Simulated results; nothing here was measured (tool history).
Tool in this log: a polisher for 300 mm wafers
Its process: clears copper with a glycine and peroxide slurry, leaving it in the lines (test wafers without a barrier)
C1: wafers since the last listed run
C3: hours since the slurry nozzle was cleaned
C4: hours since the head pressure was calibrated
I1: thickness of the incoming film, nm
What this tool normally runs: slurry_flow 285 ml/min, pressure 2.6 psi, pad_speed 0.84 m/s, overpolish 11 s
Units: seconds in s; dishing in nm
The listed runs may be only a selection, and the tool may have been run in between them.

{"run": 1, "hour": 0.0, "slurry_flow": 285, "pressure": 2.6, "pad_speed": 0.84, "overpolish": 14, "C1": 0, "wafers polished on this pad": 1126, "C3": 544.3, "C4": 1004.5, "I1": 562.0, "seconds": 151.8, "dishing": 37.9}
{"run": 2, "hour": 24.0, "slurry_flow": 285, "pressure": 2.6, "pad_speed": 0.84, "overpolish": 6, "C1": 94, "wafers polished on this pad": 1220, "C3": 568.3, "C4": 1028.5, "I1": 558.9, "seconds": 150.4, "dishing": 17.4}
{"run": 3, "hour": 59.3, "slurry_flow": 285, "pressure": 2.4, "pad_speed": 0.84, "overpolish": 11, "C1": 138, "wafers polished on this pad": 1359, "C3": 603.6, "C4": 1063.8, "I1": 559.5, "seconds": 161.0, "dishing": 29.6}
{"hour": 81.9, "done": "worn pad replaced by a new one"}
{"run": 4, "hour": 83.8, "slurry_flow": 285, "pressure": 2.4, "pad_speed": 0.84, "overpolish": 11, "C1": 80, "wafers polished on this pad": 7, "C3": 628.1, "C4": 1088.3, "I1": 562.6, "seconds": 158.8, "dishing": 29.5}
{"run": 5, "hour": 108.3, "slurry_flow": 285, "pressure": 2.6, "pad_speed": 0.84, "overpolish": 11, "C1": 96, "wafers polished on this pad": 103, "C3": 652.6, "C4": 1112.8, "I1": 559.2, "seconds": 152.3, "dishing": 30.3}
{"run": 6, "hour": 133.4, "slurry_flow": 285, "pressure": 2.6, "pad_speed": 0.84, "overpolish": 11, "C1": 98, "wafers polished on this pad": 202, "C3": 677.7, "C4": 1137.9, "I1": 560.4, "seconds": 154.2, "dishing": 30.5}
{"run": 7, "hour": 147.3, "slurry_flow": 260, "pressure": 2.6, "pad_speed": 0.84, "overpolish": 11, "C1": 54, "wafers polished on this pad": 257, "C3": 691.6, "C4": 1151.8, "I1": 560.8, "seconds": 152.9, "dishing": 30.0}
{"run": 8, "hour": 175.9, "slurry_flow": 260, "pressure": 2.6, "pad_speed": 0.84, "overpolish": 11, "C1": 112, "wafers polished on this pad": 369, "C3": 720.2, "C4": 1180.4, "I1": 570.7, "seconds": 153.9, "dishing": 30.1}
{"run": 9, "hour": 188.2, "slurry_flow": 285, "pressure": 2.6, "pad_speed": 0.84, "overpolish": 11, "C1": 48, "wafers polished on this pad": 417, "C3": 732.5, "C4": 1192.7, "I1": 556.4, "seconds": 149.6, "dishing": 30.3}
{"run": 10, "hour": 200.7, "slurry_flow": 285, "pressure": 2.6, "pad_speed": 0.84, "overpolish": 11, "C1": 49, "wafers polished on this pad": 466, "C3": 745.0, "C4": 1205.2, "I1": 554.3, "seconds": 150.3, "dishing": 30.3}
{"run": 11, "hour": 226.5, "slurry_flow": 285, "pressure": 2.6, "pad_speed": 0.84, "overpolish": 11, "C1": 101, "wafers polished on this pad": 568, "C3": 770.8, "C4": 1231.0, "I1": 550.0, "seconds": 149.7, "dishing": 30.7}
{"run": 12, "hour": 240.4, "slurry_flow": 335, "pressure": 1.7, "pad_speed": 0.84, "overpolish": 11, "C1": 54, "wafers polished on this pad": 623, "C3": 784.7, "C4": 1244.9, "I1": 561.2, "seconds": 195.9, "dishing": 23.7}
{"run": 13, "hour": 275.6, "slurry_flow": 215, "pressure": 2.6, "pad_speed": 0.72, "overpolish": 11, "C1": 138, "wafers polished on this pad": 761, "C3": 819.9, "C4": 1280.1, "I1": 563.7, "seconds": 173.4, "dishing": 27.8}
{"run": 14, "hour": 289.1, "slurry_flow": 285, "pressure": 1.8, "pad_speed": 0.84, "overpolish": 11, "C1": 53, "wafers polished on this pad": 814, "C3": 833.4, "C4": 1293.6, "I1": 565.2, "seconds": 191.1, "dishing": 25.0}
{"hour": 301.4, "done": "slurry nozzle cleaned"}
{"run": 15, "hour": 306.7, "slurry_flow": 340, "pressure": 2.6, "pad_speed": 0.84, "overpolish": 14, "C1": 65, "wafers polished on this pad": 879, "C3": 5.3, "C4": 1311.2, "I1": 564.0, "seconds": 150.8, "dishing": 37.2}
{"run": 16, "hour": 332.0, "slurry_flow": 285, "pressure": 2.6, "pad_speed": 0.84, "overpolish": 11, "C1": 99, "wafers polished on this pad": 979, "C3": 30.6, "C4": 1336.5, "I1": 567.1, "seconds": 156.7, "dishing": 30.1}
{"run": 17, "hour": 365.6, "slurry_flow": 285, "pressure": 3.4, "pad_speed": 0.84, "overpolish": 11, "C1": 132, "wafers polished on this pad": 1111, "C3": 64.2, "C4": 1370.1, "I1": 568.1, "seconds": 129.7, "dishing": 36.3}
{"run": 18, "hour": 385.4, "slurry_flow": 200, "pressure": 3.2, "pad_speed": 0.84, "overpolish": 18, "C1": 77, "wafers polished on this pad": 1189, "C3": 84.0, "C4": 1389.9, "I1": 554.7, "seconds": 136.7, "dishing": 51.3}
{"run": 19, "hour": 412.4, "slurry_flow": 285, "pressure": 2.6, "pad_speed": 0.92, "overpolish": 11, "C1": 106, "wafers polished on this pad": 1295, "C3": 111.0, "C4": 1416.9, "I1": 553.0, "seconds": 140.2, "dishing": 31.5}
{"run": 20, "hour": 425.4, "slurry_flow": 285, "pressure": 2.9, "pad_speed": 1.04, "overpolish": 11, "C1": 51, "wafers polished on this pad": 1346, "C3": 124.0, "C4": 1429.9, "I1": 561.8, "seconds": 123.8, "dishing": 36.2}
{"run": 21, "hour": 474.1, "slurry_flow": 285, "pressure": 3.4, "pad_speed": 0.84, "overpolish": 11, "C1": 191, "wafers polished on this pad": 1537, "C3": 172.7, "C4": 1478.6, "I1": 553.8, "seconds": 125.7, "dishing": 35.8}
{"hour": 483.1, "done": "worn pad replaced by a new one, of another model than before"}
{"run": 22, "hour": 495.2, "slurry_flow": 285, "pressure": 2.6, "pad_speed": 0.84, "overpolish": 5, "C1": 67, "wafers polished on this pad": 47, "C3": 193.8, "C4": 1499.7, "I1": 569.4, "seconds": 155.4, "dishing": 15.3}
{"run": 23, "hour": 516.6, "slurry_flow": 260, "pressure": 2.6, "pad_speed": 0.84, "overpolish": 11, "C1": 84, "wafers polished on this pad": 131, "C3": 215.2, "C4": 1521.1, "I1": 562.6, "seconds": 152.0, "dishing": 30.8}
{"hour": 524.0, "done": "head pressure recalibrated"}
{"run": 24, "hour": 549.0, "slurry_flow": 285, "pressure": 2.6, "pad_speed": 0.84, "overpolish": 11, "C1": 119, "wafers polished on this pad": 251, "C3": 247.6, "C4": 25.0, "I1": 559.4, "seconds": 145.1, "dishing": 31.4}
{"run": 25, "hour": 569.6, "slurry_flow": 315, "pressure": 3.0, "pad_speed": 0.84, "overpolish": 11, "C1": 80, "wafers polished on this pad": 332, "C3": 268.2, "C4": 45.6, "I1": 559.9, "seconds": 137.1, "dishing": 34.0}
{"run": 26, "hour": 589.0, "slurry_flow": 210, "pressure": 1.8, "pad_speed": 0.54, "overpolish": 4, "C1": 76, "wafers polished on this pad": 408, "C3": 287.6, "C4": 65.0, "I1": 554.6, "seconds": 193.5, "dishing": 9.5}
{"run": 27, "hour": 611.7, "slurry_flow": 285, "pressure": 2.6, "pad_speed": 0.84, "overpolish": 11, "C1": 89, "wafers polished on this pad": 497, "C3": 310.3, "C4": 87.7, "I1": 562.4, "seconds": 145.7, "dishing": 31.0}
{"run": 28, "hour": 624.7, "slurry_flow": 315, "pressure": 1.9, "pad_speed": 0.96, "overpolish": 8, "C1": 51, "wafers polished on this pad": 549, "C3": 323.3, "C4": 100.7, "I1": 556.5, "seconds": 151.5, "dishing": 23.3}
{"run": 29, "hour": 638.3, "slurry_flow": 250, "pressure": 3.3, "pad_speed": 0.84, "overpolish": 11, "C1": 53, "wafers polished on this pad": 602, "C3": 336.9, "C4": 114.3, "I1": 554.2, "seconds": 131.2, "dishing": 34.1}
{"run": 30, "hour": 650.5, "slurry_flow": 385, "pressure": 2.6, "pad_speed": 0.84, "overpolish": 11, "C1": 47, "wafers polished on this pad": 650, "C3": 349.1, "C4": 126.5, "I1": 560.1, "seconds": 145.1, "dishing": 32.5}
{"run": 31, "hour": 674.9, "slurry_flow": 215, "pressure": 2.6, "pad_speed": 0.72, "overpolish": 11, "C1": 95, "wafers polished on this pad": 746, "C3": 373.5, "C4": 150.9, "I1": 562.2, "seconds": 160.6, "dishing": 30.1}
{"run": 32, "hour": 695.5, "slurry_flow": 235, "pressure": 2.6, "pad_speed": 0.84, "overpolish": 13, "C1": 80, "wafers polished on this pad": 827, "C3": 394.1, "C4": 171.5, "I1": 556.0, "seconds": 144.5, "dishing": 36.5}
{"run": 33, "hour": 716.6, "slurry_flow": 285, "pressure": 3.5, "pad_speed": 0.84, "overpolish": 11, "C1": 82, "wafers polished on this pad": 910, "C3": 415.2, "C4": 192.6, "I1": 562.9, "seconds": 130.6, "dishing": 35.0}
{"run": 34, "hour": 749.6, "slurry_flow": 365, "pressure": 2.6, "pad_speed": 0.58, "overpolish": 11, "C1": 129, "wafers polished on this pad": 1040, "C3": 448.2, "C4": 225.6, "I1": 564.4, "seconds": 168.9, "dishing": 28.0}
{"run": 35, "hour": 770.3, "slurry_flow": 285, "pressure": 2.6, "pad_speed": 0.84, "overpolish": 11, "C1": 81, "wafers polished on this pad": 1121, "C3": 468.9, "C4": 246.3, "I1": 567.5, "seconds": 147.7, "dishing": 31.6}

For some of the steps in seconds from one run to the next: how much would appear even if the tool had no hidden state, given the settings, what came in and random variation, and how much remains for the hidden state plus any gauge scatter that the measured result and the result without hidden state don't share?
Hidden state at play: removal rate lost through wear of the pad, %; slurry flow missing at the pad, %; deviation of the head's pressure from its setpoint, %.
Run 11 -> 12: slurry_flow 285 -> 335, pressure 2.6 -> 1.7. seconds +46.2 s: hidden state +1.4, all else +44.8.
Run 21 -> 22: pressure 3.4 -> 2.6, overpolish 11 -> 5, worn pad replaced by a new one, of another model than before. seconds +29.7 s: hidden state -2.4, all else +32.1.
Run 23 -> 24: slurry_flow 260 -> 285, head pressure recalibrated. seconds -6.9 s: hidden state -4.7, all else -2.2.
Run 25 -> 26: slurry_flow 315 -> 210, pressure 3.0 -> 1.8, pad_speed 0.84 -> 0.54, overpolish 11 -> 4. seconds +56.4 s: hidden state +0.1, all else +56.3.
Run 26 -> 27: slurry_flow 210 -> 285, pressure 1.8 -> 2.6, pad_speed 0.54 -> 0.84, overpolish 4 -> 11. seconds -47.8 s: hidden state +0.1, all else -47.9.
